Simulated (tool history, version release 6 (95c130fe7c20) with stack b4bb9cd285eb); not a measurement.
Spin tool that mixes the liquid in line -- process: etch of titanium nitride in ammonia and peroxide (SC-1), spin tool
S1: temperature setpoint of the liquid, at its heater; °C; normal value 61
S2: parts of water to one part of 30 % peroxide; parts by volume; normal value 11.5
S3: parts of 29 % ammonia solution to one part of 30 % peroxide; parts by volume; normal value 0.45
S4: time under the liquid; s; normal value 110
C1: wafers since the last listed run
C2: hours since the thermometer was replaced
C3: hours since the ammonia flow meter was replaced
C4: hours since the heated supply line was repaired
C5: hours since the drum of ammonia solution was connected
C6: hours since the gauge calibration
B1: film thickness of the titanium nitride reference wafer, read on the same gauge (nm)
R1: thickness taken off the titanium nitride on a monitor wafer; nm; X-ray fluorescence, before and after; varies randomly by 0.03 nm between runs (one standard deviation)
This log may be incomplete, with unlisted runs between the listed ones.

run	day	S1	S2	S3	S4	C1	C2	C3	C4	C5	C6	B1	R1
1	0	61	11.5	0.45	110	0	1287.7	663.7	930.9	381.4	1154.3	29.97	7.73
# day 0.496: heated supply line repaired
# day 0.929: thermometer replaced
# day 1.058: new drum of ammonia solution connected
2	2.238	61	11.5	0.45	110	309	31.4	717.4	41.8	28.3	1208	30.01	7.89
3	5.05	61	11.5	0.45	110	412	98.9	784.9	109.3	95.8	1275.5	29.99	7.9
# day 5.462: ammonia flow meter replaced
4	11.754	61	11.5	0.45	110	976	259.8	151	270.2	256.7	1436.4	29.97	7.84
5	14.033	61	11.5	0.45	110	334	314.5	205.7	324.9	311.4	1491.1	29.99	7.84
6	15.942	58.5	7.5	0.65	70	279	360.3	251.5	370.7	357.2	1536.9	30.03	5.6
# day 17.092: new drum of ammonia solution connected
7	18.725	61	11.5	0.65	110	401	427.1	318.3	437.5	39.2	1603.7	30	8.3
8	21.683	61	11.5	0.45	135	433	498.1	389.3	508.5	110.2	1674.7	30	9.59
9	23.054	53.5	11.5	0.35	110	200	531	422.2	541.4	143.1	1707.6	29.96	4.51
10	25.029	58	5.5	0.45	110	289	578.4	469.6	588.8	190.5	1755	30	9.27
11	27.725	61	13.5	0.45	110	395	643.1	534.3	653.5	255.2	1819.7	29.98	7.15
# day 28.625: gauge calibrated
12	30.583	61	11.5	0.45	110	418	711.7	602.9	722.1	323.8	47	30	7.81
# day 33.083: new drum of ammonia solution connected
13	33.358	61	14	0.45	45	400	778.3	669.5	788.7	6.6	113.6	29.98	2.85
14	35.808	54.5	10	0.45	110	359	837.1	728.3	847.5	65.4	172.4	30.04	5.44
15	37.608	61	11.5	0.55	135	263	880.3	771.5	890.7	108.6	215.6	30.01	9.86
# day 37.671: heated supply line repaired
# day 39.138: ammonia flow meter replaced
16	40.429	61	11.5	0.45	110	401	948	31	66.2	176.3	283.3	30	7.83
17	42.538	61	8.5	0.35	110	309	998.6	81.6	116.8	226.9	333.9	30.02	8.8
18	44.042	66	7	0.45	110	220	1034.7	117.7	152.9	263	370	30.02	14.06
19	45.4	61	7.5	0.4	110	199	1067.3	150.3	185.5	295.6	402.6	30	9.68
20	46.875	61	7.5	0.4	110	216	1102.7	185.7	220.9	331	438	30	9.57
# day 51.921: new drum of ammonia solution connected
# day 52.312: thermometer replaced
21	53.925	61	8.5	0.35	110	1021	38.7	354.9	390.1	48.1	607.2	29.97	8.77
22	55.171	69.5	11.5	0.45	155	182	68.6	384.8	420	78	637.1	30	18.91
23	57.342	61	8	0.45	110	318	120.7	436.9	472.1	130.1	689.2	30.01	9.42
24	58.825	61	7.5	0.4	110	217	156.3	472.5	507.7	165.7	724.8	30.02	9.49

For each run, the measured value with the value that run would have given without the tool's hidden condition subtracted. The run-to-run variation is shared by both, the gauge scatter possibly not:
Unlogged tool condition in this case: liquid colder than its thermometer reads (K); ammonia flow below the setpoint (%); temperature lost on the way to the wafer (K); ammonia solution weaker than its label (%); gauge reads high (%).
run	R1
1	-0.13
2	+0
3	-0.01
4	-0.03
5	-0.04
6	-0.04
7	-0.06
8	-0.09
9	-0.04
10	-0.09
11	-0.08
12	-0.1
13	-0.04
14	-0.08
15	-0.15
16	-0.01
17	-0.03
18	-0.04
19	-0.03
20	-0.04
21	-0.07
22	-0.14
23	-0.08
24	-0.08
